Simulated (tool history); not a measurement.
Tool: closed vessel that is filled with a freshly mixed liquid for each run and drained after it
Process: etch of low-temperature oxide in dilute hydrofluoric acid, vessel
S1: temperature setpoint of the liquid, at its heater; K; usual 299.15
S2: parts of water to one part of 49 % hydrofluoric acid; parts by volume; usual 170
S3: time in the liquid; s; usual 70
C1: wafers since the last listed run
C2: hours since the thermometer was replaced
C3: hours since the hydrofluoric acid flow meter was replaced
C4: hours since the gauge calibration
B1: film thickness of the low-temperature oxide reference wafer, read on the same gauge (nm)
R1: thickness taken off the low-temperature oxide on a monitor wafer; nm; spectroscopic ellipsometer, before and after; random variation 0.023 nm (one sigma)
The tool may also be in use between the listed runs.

run   hour      S1   S2  S3    C1      C2     C3     C4     B1    R1
  1      0  299.15  235  70     0  1884.9    416   75.8  29.99  3.53
  2   16.3  299.15  235  70   994  1901.2  432.3   92.1     30  3.52
  3     35  299.15  235  70  1141  1919.9    451  110.8  30.01  3.51
  4   63.4  299.15  170  70  1733  1948.3  479.4  139.2  29.99  5.22
  5   96.4  299.15  170  70  2014  1981.3  512.4  172.2     30   5.2
  6  119.9  299.15  170  70  1434  2004.8  535.9  195.7  30.02   5.2
  7  178.7  299.15  170  70  3588  2063.6  594.7  254.5  30.01  5.22
  8  201.2  299.15  170  70  1373  2086.1  617.2    277  29.98  5.21
  9  226.9  300.65  170  70  1568  2111.8  642.9  302.7  30.01  5.48
     251.8  -- gauge calibrated
 10  257.1  300.65  170  70  1843    2142  673.1    5.3  29.96  5.49
 11  270.8  299.15  170  70   836  2155.7  686.8     19  29.97  5.19
     290.4  -- thermometer replaced
 12  290.9  299.15  170  70  1165     0.5  706.9   39.1  30.06  5.63
 13  309.4  299.15  170  70  1129      19  725.4   57.6  29.98  5.67
 14  325.6  303.15  245  70   988    35.2  741.6   73.8  29.95  4.14
 15  348.2  295.15  145  35  1379    57.8  764.2   96.4  29.99  2.93

Run 16 comes next. What will it give?
 16  369.9  303.65  225  80  1324  79.5  785.9  118.1   ?   ?

Run 16 gave B1 29.95, R1 5.4 nm.
Without the tool's hidden state the same run would have given R1 5.31 nm.
